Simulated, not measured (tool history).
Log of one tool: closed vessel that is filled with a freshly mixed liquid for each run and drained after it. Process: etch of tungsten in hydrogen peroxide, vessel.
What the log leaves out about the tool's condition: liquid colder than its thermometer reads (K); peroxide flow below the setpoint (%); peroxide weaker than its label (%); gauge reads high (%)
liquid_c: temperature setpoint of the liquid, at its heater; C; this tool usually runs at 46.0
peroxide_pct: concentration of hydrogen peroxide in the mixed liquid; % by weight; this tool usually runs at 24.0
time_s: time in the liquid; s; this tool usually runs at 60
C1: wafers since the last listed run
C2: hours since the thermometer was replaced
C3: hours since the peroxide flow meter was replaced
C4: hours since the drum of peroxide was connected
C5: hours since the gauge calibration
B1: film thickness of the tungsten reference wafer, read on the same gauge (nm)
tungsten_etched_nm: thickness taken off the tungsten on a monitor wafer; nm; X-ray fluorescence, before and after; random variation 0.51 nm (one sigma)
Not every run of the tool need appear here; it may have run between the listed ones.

Run 1, hour 0.0: usual settings; C1 0; C2 911.2; C3 1149.0; C4 515.3; C5 116.6; B1 109.99. Result: tungsten_etched_nm 54.77 nm.
Run 2, hour 80.4: usual settings but liquid_c 50.5 C; C1 6429; C2 991.6; C3 1229.4; C4 595.7; C5 197.0; B1 109.99. Result: tungsten_etched_nm 71.27 nm.
Run 3, hour 102.7: usual settings but liquid_c 50.5 C; C1 1783; C2 1013.9; C3 1251.7; C4 618.0; C5 219.3; B1 109.98. Result: tungsten_etched_nm 71.63 nm.
Run 4, hour 137.4: usual settings but liquid_c 50.5 C; C1 2774; C2 1048.6; C3 1286.4; C4 652.7; C5 254.0; B1 109.99. Result: tungsten_etched_nm 70.70 nm.
Run 5, hour 168.0: usual settings; C1 2447; C2 1079.2; C3 1317.0; C4 683.3; C5 284.6; B1 109.97. Result: tungsten_etched_nm 54.22 nm.
Run 6, hour 187.5: usual settings; C1 1559; C2 1098.7; C3 1336.5; C4 702.8; C5 304.1; B1 110.01. Result: tungsten_etched_nm 54.50 nm.
Run 7, hour 200.7: usual settings; C1 1055; C2 1111.9; C3 1349.7; C4 716.0; C5 317.3; B1 109.98. Result: tungsten_etched_nm 54.02 nm.
Run 8, hour 233.2: usual settings but peroxide_pct 19.5 % by weight; C1 2598; C2 1144.4; C3 1382.2; C4 748.5; C5 349.8; B1 110.02. Result: tungsten_etched_nm 47.63 nm.
Run 9, hour 246.3: usual settings but peroxide_pct 19.5 % by weight; C1 1047; C2 1157.5; C3 1395.3; C4 761.6; C5 362.9; B1 110.00. Result: tungsten_etched_nm 48.69 nm.
At hour 263.2: new drum of peroxide connected.
Run 10, hour 278.3: usual settings; C1 2479; C2 1189.5; C3 1427.3; C4 15.1; C5 394.9; B1 110.00. Result: tungsten_etched_nm 55.39 nm.
Run 11, hour 300.6: usual settings; C1 1783; C2 1211.8; C3 1449.6; C4 37.4; C5 417.2; B1 109.99. Result: tungsten_etched_nm 55.91 nm.
Run 12, hour 317.1: usual settings; C1 1319; C2 1228.3; C3 1466.1; C4 53.9; C5 433.7; B1 109.97. Result: tungsten_etched_nm 54.92 nm.
At hour 341.4: peroxide flow meter replaced.
At hour 348.3: thermometer replaced.
Run 13, hour 381.2: usual settings but time_s 35 s; C1 4966; C2 32.9; C3 39.8; C4 118.0; C5 497.8; B1 110.00. Result: tungsten_etched_nm 31.96 nm.
Run 14, hour 395.7: usual settings but liquid_c 52.5 C, time_s 30 s; C1 1159; C2 47.4; C3 54.3; C4 132.5; C5 512.3; B1 110.00. Result: tungsten_etched_nm 40.34 nm.
At hour 406.8: gauge calibrated.
Run 15, hour 419.2: usual settings; C1 1879; C2 70.9; C3 77.8; C4 156.0; C5 12.4; B1 110.03. Result: tungsten_etched_nm 55.46 nm.
Run 16, hour 442.8: usual settings but liquid_c 56.0 C; C1 1887; C2 94.5; C3 101.4; C4 179.6; C5 36.0; B1 110.01. Result: tungsten_etched_nm 101.13 nm.
Run 17, hour 461.1: usual settings but peroxide_pct 19.5 % by weight, time_s 85 s; C1 1463; C2 112.8; C3 119.7; C4 197.9; C5 54.3; B1 109.97. Result: tungsten_etched_nm 70.48 nm.
Run 18, hour 496.2: usual settings but liquid_c 41.0 C, peroxide_pct 29.0 % by weight, time_s 95 s; C1 2806; C2 147.9; C3 154.8; C4 233.0; C5 89.4; B1 110.00. Result: tungsten_etched_nm 69.15 nm.
Run 19, hour 513.8: usual settings; C1 1407; C2 165.5; C3 172.4; C4 250.6; C5 107.0; B1 110.01. Result: tungsten_etched_nm 54.53 nm.
Run 20, hour 543.2: usual settings but liquid_c 49.5 C; C1 2351; C2 194.9; C3 201.8; C4 280.0; C5 136.4; B1 110.01. Result: tungsten_etched_nm 67.98 nm.
Run 21, hour 564.0: usual settings but liquid_c 41.0 C; C1 1663; C2 215.7; C3 222.6; C4 300.8; C5 157.2; B1 109.99. Result: tungsten_etched_nm 40.20 nm.
Run 22, hour 628.8: usual settings but liquid_c 51.0 C, peroxide_pct 22.0 % by weight, time_s 85 s; C1 5181; C2 280.5; C3 287.4; C4 365.6; C5 222.0; B1 110.02. Result: tungsten_etched_nm 100.72 nm.

Branching from run 22: 5 alternative next runs. What would each branch give?
Run A, hour 629.5: usual settings but time_s 90 s; C1 55; C2 281.2; C3 288.1; C4 366.3; C5 222.7; B1 ?. Result: tungsten_etched_nm ?.
Run B, hour 629.5: usual settings but liquid_c 50.5 C, peroxide_pct 29.5 % by weight, time_s 40 s; C1 55; C2 281.2; C3 288.1; C4 366.3; C5 222.7; B1 ?. Result: tungsten_etched_nm ?.
Run C, hour 629.5: usual settings but peroxide_pct 28.0 % by weight, time_s 95 s; C1 55; C2 281.2; C3 288.1; C4 366.3; C5 222.7; B1 ?. Result: tungsten_etched_nm ?.
Run D, hour 629.5: usual settings but liquid_c 37.0 C; C1 55; C2 281.2; C3 288.1; C4 366.3; C5 222.7; B1 ?. Result: tungsten_etched_nm ?.
Run E, hour 629.5: usual settings but liquid_c 40.0 C, peroxide_pct 19.0 % by weight, time_s 40 s; C1 55; C2 281.2; C3 288.1; C4 366.3; C5 222.7; B1 ?. Result: tungsten_etched_nm ?.

run      B1  tungsten_etched_nm
  A  109.99               81.35
  B  109.99               52.93
  C  109.99               92.75
  D  109.99               30.36
  E  109.99               21.93
The same runs, with their run-to-run variation unchanged, on a tool lacking any hidden condition would have given:
run  tungsten_etched_nm
  A               83.49
  B               54.33
  C               95.19
  D               31.16
  E               22.51
